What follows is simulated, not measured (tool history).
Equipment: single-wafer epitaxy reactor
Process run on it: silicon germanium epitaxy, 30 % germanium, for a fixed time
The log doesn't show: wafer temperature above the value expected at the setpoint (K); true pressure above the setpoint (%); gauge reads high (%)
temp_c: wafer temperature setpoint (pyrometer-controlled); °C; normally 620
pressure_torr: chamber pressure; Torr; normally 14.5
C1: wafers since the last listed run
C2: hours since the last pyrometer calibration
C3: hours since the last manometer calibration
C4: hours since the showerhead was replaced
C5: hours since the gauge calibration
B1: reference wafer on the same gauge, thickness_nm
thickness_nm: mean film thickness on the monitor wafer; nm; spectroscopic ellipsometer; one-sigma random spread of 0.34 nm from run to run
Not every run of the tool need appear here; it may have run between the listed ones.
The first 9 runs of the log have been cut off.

Run 10, day 8.958: usual settings; C1 473; C2 677.7; C3 1423.8; C4 4759.1; C5 244.9; B1 73.809. Result: thickness_nm 75.572 nm.
Run 11, day 9.65: usual settings but temp_c 628 °C, pressure_torr 13.5 Torr; C1 283; C2 694.3; C3 1440.4; C4 4775.7; C5 261.5; B1 73.866. Result: thickness_nm 84.252 nm.
Run 12, day 10.446: usual settings but temp_c 628 °C, pressure_torr 13.5 Torr; C1 326; C2 713.4; C3 1459.5; C4 4794.8; C5 280.6; B1 74.012. Result: thickness_nm 84.14 nm.
Run 13, day 11.196: usual settings but temp_c 628 °C, pressure_torr 13.5 Torr; C1 307; C2 731.4; C3 1477.5; C4 4812.8; C5 298.6; B1 74.091. Result: thickness_nm 84.253 nm.
Run 14, day 11.996: usual settings; C1 328; C2 750.6; C3 1496.7; C4 4832; C5 317.8; B1 74.002. Result: thickness_nm 75.938 nm.
Run 15, day 12.5: usual settings but pressure_torr 16.4 Torr; C1 206; C2 762.7; C3 1508.8; C4 4844.1; C5 329.9; B1 74.083. Result: thickness_nm 82.722 nm.
Run 16, day 13.471: usual settings but temp_c 610 °C, pressure_torr 11.3 Torr; C1 398; C2 786; C3 1532.1; C4 4867.4; C5 353.2; B1 74.068. Result: thickness_nm 51.439 nm.
Run 17, day 14.071: usual settings but pressure_torr 13.3 Torr; C1 246; C2 800.4; C3 1546.5; C4 4881.8; C5 367.6; B1 74.302. Result: thickness_nm 72.146 nm.
Run 18, day 14.604: usual settings but temp_c 605 °C, pressure_torr 16.7 Torr; C1 218; C2 813.2; C3 1559.3; C4 4894.6; C5 380.4; B1 74.437. Result: thickness_nm 61.664 nm.
Run 19, day 15.179: usual settings but temp_c 631 °C, pressure_torr 13.2 Torr; C1 235; C2 827; C3 1573.1; C4 4908.4; C5 394.2; B1 74.417. Result: thickness_nm 89.303 nm.
Run 20, day 15.738: usual settings; C1 229; C2 840.4; C3 1586.5; C4 4921.8; C5 407.6; B1 74.414. Result: thickness_nm 76.041 nm.
At day 16.646: capacitance manometer re-zeroed and calibrated.
Run 21, day 16.75: usual settings but temp_c 608 °C, pressure_torr 11.6 Torr; C1 278; C2 864.7; C3 2.5; C4 4946.1; C5 431.9; B1 74.492. Result: thickness_nm 50.796 nm.
At day 18.262: gauge calibrated.
At day 19.1: showerhead replaced.
At day 19.367: pyrometer calibrated.
Run 22, day 20.917: usual settings but temp_c 629 °C, pressure_torr 13.3 Torr; C1 1463; C2 37.2; C3 102.5; C4 43.6; C5 63.7; B1 73.195. Result: thickness_nm 85.081 nm.
Run 23, day 21.767: usual settings but temp_c 635 °C, pressure_torr 11.3 Torr; C1 348; C2 57.6; C3 122.9; C4 64; C5 84.1; B1 73.262. Result: thickness_nm 84.401 nm.
Run 24, day 23.017: usual settings; C1 512; C2 87.6; C3 152.9; C4 94; C5 114.1; B1 73.382. Result: thickness_nm 75.474 nm.
Run 25, day 24.817: usual settings but pressure_torr 16.4 Torr; C1 738; C2 130.8; C3 196.1; C4 137.2; C5 157.3; B1 73.586. Result: thickness_nm 81.688 nm.
Run 26, day 25.971: usual settings; C1 473; C2 158.5; C3 223.8; C4 164.9; C5 185; B1 73.613. Result: thickness_nm 75.123 nm.
Run 27, day 26.988: usual settings but pressure_torr 11.7 Torr; C1 417; C2 182.9; C3 248.2; C4 189.3; C5 209.4; B1 73.741. Result: thickness_nm 64.904 nm.
Run 28, day 28.333: usual settings but temp_c 611 °C, pressure_torr 16.7 Torr; C1 552; C2 215.2; C3 280.5; C4 221.6; C5 241.7; B1 73.795. Result: thickness_nm 69.3 nm.
Run 29, day 29.275: usual settings but pressure_torr 12.8 Torr; C1 386; C2 237.8; C3 303.1; C4 244.2; C5 264.3; B1 73.774. Result: thickness_nm 68.816 nm.

Run 30, settings as shown, results not yet in. Your forecast:
Run 30, day 30.142: usual settings but temp_c 615 °C, pressure_torr 12 Torr; C1 355; C2 258.6; C3 323.9; C4 265; C5 285.1; B1 ?. Result: thickness_nm ?.

B1: 73.84
thickness_nm: 59.4 nm
Minus the tool's unlogged condition, the same run would have read thickness_nm 59.015 nm.
